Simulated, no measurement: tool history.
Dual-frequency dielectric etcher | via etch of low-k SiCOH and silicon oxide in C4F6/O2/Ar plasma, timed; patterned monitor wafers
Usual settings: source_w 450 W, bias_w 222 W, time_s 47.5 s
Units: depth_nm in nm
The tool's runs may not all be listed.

| run | day | source_w | bias_w | time_s | wafers since the last listed run | hours since the last wet clean | hours since the last source power generator calibration | hours since the last bias power generator calibration | hours since the last upper electrode change | hours since the gauge calibration | read-back reference wafer on the same gauge, depth_nm | depth_nm |
|---|---|---|---|---|---|---|---|---|---|---|---|---|
| 1 | 0 | 500 | 199 | 47.5 | 0 | 178.5 | 2965.5 | 1598.6 | 3293.9 | 670.9 | 116.1 | 115.2 |
| 2 | 2.612 | 500 | 199 | 47.5 | 1199 | 241.2 | 3028.2 | 1661.3 | 3356.6 | 733.6 | 116.2 | 115.4 |
| 3 | 6.971 | 450 | 245 | 47.5 | 2001 | 345.8 | 3132.8 | 1765.9 | 3461.2 | 838.2 | 116.3 | 121.5 |
|  | 9.058 | wet clean of the chamber |
| 4 | 9.079 | 450 | 245 | 47.5 | 508 | 0.5 | 3183.4 | 1816.5 | 3511.8 | 888.8 | 116.1 | 119.3 |
| 5 | 12.488 | 450 | 222 | 47.5 | 1564 | 82.3 | 3265.2 | 1898.3 | 3593.6 | 970.6 | 115.8 | 115.5 |
| 6 | 14.6 | 450 | 222 | 47.5 | 969 | 133 | 3315.9 | 1949 | 3644.3 | 1021.3 | 115.9 | 115.2 |
| 7 | 18.138 | 450 | 222 | 47.5 | 1624 | 217.9 | 3400.8 | 2033.9 | 3729.2 | 1106.2 | 115.8 | 117.7 |
| 8 | 20.483 | 410 | 222 | 47.5 | 1077 | 274.2 | 3457.1 | 2090.2 | 3785.5 | 1162.5 | 116.1 | 115.6 |
| 9 | 22.596 | 410 | 222 | 47.5 | 969 | 324.9 | 3507.8 | 2140.9 | 3836.2 | 1213.2 | 116.1 | 114.2 |
|  | 28.075 | wet clean of the chamber |
| 10 | 35.383 | 410 | 222 | 47.5 | 5411 | 175.4 | 3814.7 | 2447.8 | 4143.1 | 1520.1 | 116.1 | 104.6 |
| 11 | 38.388 | 370 | 222 | 47.5 | 1379 | 247.5 | 3886.8 | 2519.9 | 4215.2 | 1592.2 | 116 | 102.5 |
| 12 | 42.733 | 370 | 222 | 47.5 | 1995 | 351.8 | 3991.1 | 2624.2 | 4319.5 | 1696.5 | 115.8 | 103.9 |
|  | 43.408 | gauge calibrated |
| 13 | 44.479 | 370 | 222 | 47.5 | 801 | 393.7 | 4033 | 2666.1 | 4361.4 | 25.7 | 116.3 | 103.5 |
|  | 46.6 | wet clean of the chamber, repeated, since the last time left the tool worse |
| 14 | 46.621 | 450 | 222 | 47.5 | 524 | 0.5 | 4084.4 | 2717.5 | 4412.8 | 77.1 | 116 | 114.8 |
| 15 | 48.504 | 450 | 189 | 52.5 | 864 | 45.7 | 4129.6 | 2762.7 | 4458 | 122.3 | 115.9 | 120 |
| 16 | 56.096 | 360 | 222 | 59.5 | 3485 | 227.9 | 4311.8 | 2944.9 | 4640.2 | 304.5 | 115.9 | 137.1 |
| 17 | 60.029 | 520 | 276 | 52.5 | 1805 | 322.3 | 4406.2 | 3039.3 | 4734.6 | 398.9 | 115.9 | 146.6 |
|  | 61.688 | source power generator calibrated |
|  | 62.092 | bias power generator calibrated |
|  | 62.129 | upper electrode replaced |
|  | 63.162 | wet clean of the chamber |
| 18 | 63.183 | 450 | 222 | 47.5 | 818 | 0.5 | 35.9 | 26.2 | 25.3 | 474.6 | 116 | 113.4 |
| 19 | 65.438 | 450 | 222 | 47.5 | 1034 | 54.6 | 90 | 80.3 | 79.4 | 528.7 | 116 | 114.4 |
| 20 | 67.246 | 450 | 272 | 37.5 | 830 | 98 | 133.4 | 123.7 | 122.8 | 572.1 | 116 | 98.4 |
| 21 | 69.817 | 510 | 205 | 47.5 | 1180 | 159.7 | 195.1 | 185.4 | 184.5 | 633.8 | 115.9 | 116 |
| 22 | 71.908 | 390 | 261 | 47.5 | 960 | 209.9 | 245.3 | 235.6 | 234.7 | 684 | 116.2 | 118.7 |
| 23 | 74.238 | 370 | 238 | 47.5 | 1069 | 265.8 | 301.2 | 291.5 | 290.6 | 739.9 | 115.8 | 114.1 |
| 24 | 77.167 | 350 | 195 | 47.5 | 1344 | 336.1 | 371.5 | 361.8 | 360.9 | 810.2 | 116.3 | 104.1 |
| 25 | 80.883 | 450 | 222 | 47.5 | 1706 | 425.3 | 460.7 | 451 | 450.1 | 899.4 | 116 | 119.1 |
|  | 82.992 | wet clean of the chamber |
| 26 | 83.812 | 450 | 222 | 43 | 885 | 19.7 | 531 | 521.3 | 520.4 | 969.7 | 116 | 103 |

Hidden state or all else? Some run-to-run changes of depth_nm, split into what the settings, what came in and random variation would give without the hidden state, and what is left for the hidden state (with any gauge scatter that isn't in both results):
The hidden state here: etch rate over this chamber's usual, %; source power that arrives over what is set, %; bias power that arrives over what is set, %; gauge reads high (%).
Run 9 -> 10: wet clean of the chamber. depth_nm -9.6 nm: hidden state -9.6, all else +0.
Run 17 -> 18: source_w 520 -> 450, bias_w 276 -> 222, time_s 52.5 -> 47.5, source power generator calibrated, bias power generator calibrated, upper electrode replaced, wet clean of the chamber. depth_nm -33.2 nm: hidden state -4.3, all else -28.9.
Run 20 -> 21: source_w 450 -> 510, bias_w 272 -> 205, time_s 37.5 -> 47.5. depth_nm +17.6 nm: hidden state +0.7, all else +16.9.

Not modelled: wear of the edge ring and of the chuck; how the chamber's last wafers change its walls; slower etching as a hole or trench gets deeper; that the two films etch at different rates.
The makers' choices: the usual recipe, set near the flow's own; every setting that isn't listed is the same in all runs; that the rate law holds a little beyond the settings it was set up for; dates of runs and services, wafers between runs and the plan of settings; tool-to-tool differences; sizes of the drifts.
